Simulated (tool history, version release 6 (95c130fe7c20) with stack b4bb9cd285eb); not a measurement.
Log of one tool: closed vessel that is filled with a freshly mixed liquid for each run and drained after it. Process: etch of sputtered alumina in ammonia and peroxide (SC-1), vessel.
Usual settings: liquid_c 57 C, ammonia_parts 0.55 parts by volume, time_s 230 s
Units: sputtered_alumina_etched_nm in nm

run	hour	liquid_c	ammonia_parts	time_s	wafers since the last listed run	hours since the thermometer was replaced	hours since the ammonia flow meter was replaced	hours since the drum of ammonia solution was connected	hours since the gauge calibration	read-back film thickness of the sputtered alumina reference wafer, read on the same gauge (nm)	sputtered_alumina_etched_nm
1	0	57	0.55	230	0	725.7	1189.9	139.8	185.6	110.01	8.92
2	96.6	57	0.55	230	11476	822.3	1286.5	236.4	282.2	109.98	9.05
# hour 151.6: new drum of ammonia solution connected
3	180.9	57	0.55	230	9896	906.6	1370.8	29.3	366.5	109.99	9.05
4	268.9	57	0.55	230	10455	994.6	1458.8	117.3	454.5	110.01	9.15
5	367.3	57	0.55	230	11690	1093	1557.2	215.7	552.9	109.98	9.17
6	462.4	57	0.55	230	11298	1188.1	1652.3	310.8	648	110.02	9.17
# hour 483.8: new drum of ammonia solution connected
# hour 528.7: thermometer replaced
7	565.9	57	0.55	230	12059	37.2	1755.8	82.1	751.5	109.98	9.8
8	611	57	0.55	230	5358	82.3	1800.9	127.2	796.6	109.99	9.93
9	673.5	57	0.55	230	7425	144.8	1863.4	189.7	859.1	110.01	9.91
10	737.8	57	0.65	230	7639	209.1	1927.7	254	923.4	110.04	10.07
11	780.9	57	0.55	230	5120	252.2	1970.8	297.1	966.5	109.95	10.01
# hour 807.8: new drum of ammonia solution connected
12	839.6	57	0.45	180	6855	310.9	2029.5	31.8	1025.2	109.98	7.72
# hour 847.7: thermometer replaced, repeated, since the last time left the tool worse
# hour 862.9: gauge calibrated
13	928.5	49	0.65	125	10443	80.8	2118.4	120.7	65.6	109.99	3.13
14	969.1	51.5	0.75	230	4823	121.4	2159	161.3	106.2	110.01	6.68
# hour 1002.6: ammonia flow meter replaced
15	1013.3	57	0.55	230	5132	165.6	10.7	205.5	150.4	110	8.77
16	1105.3	57	0.4	150	10930	257.6	102.7	297.5	242.4	110	5.56
# hour 1158: new drum of ammonia solution connected
17	1189.1	52	0.3	230	9837	341.4	186.5	31.1	326.2	110.03	6.34
18	1226.5	57	0.55	230	4443	378.8	223.9	68.5	363.6	110.01	8.87
19	1297.9	64.5	0.55	150	8482	450.2	295.3	139.9	435	109.99	8.48
20	1388.5	65	0.55	230	10764	540.8	385.9	230.5	525.6	110	13.3
21	1474.4	65	0.55	230	10205	626.7	471.8	316.4	611.5	110.02	13.34

The next listed run, before its measurement:
# hour 1512.9: new drum of ammonia solution connected
22	1558.7	57	0.55	230	9896	711	556.1	45.8	695.8	?	?

read-back film thickness of the sputtered alumina reference wafer, read on the same gauge (nm): 110.01
sputtered_alumina_etched_nm: 8.97 nm
Without the tool's hidden state the same run would have given sputtered_alumina_etched_nm 8.51 nm.

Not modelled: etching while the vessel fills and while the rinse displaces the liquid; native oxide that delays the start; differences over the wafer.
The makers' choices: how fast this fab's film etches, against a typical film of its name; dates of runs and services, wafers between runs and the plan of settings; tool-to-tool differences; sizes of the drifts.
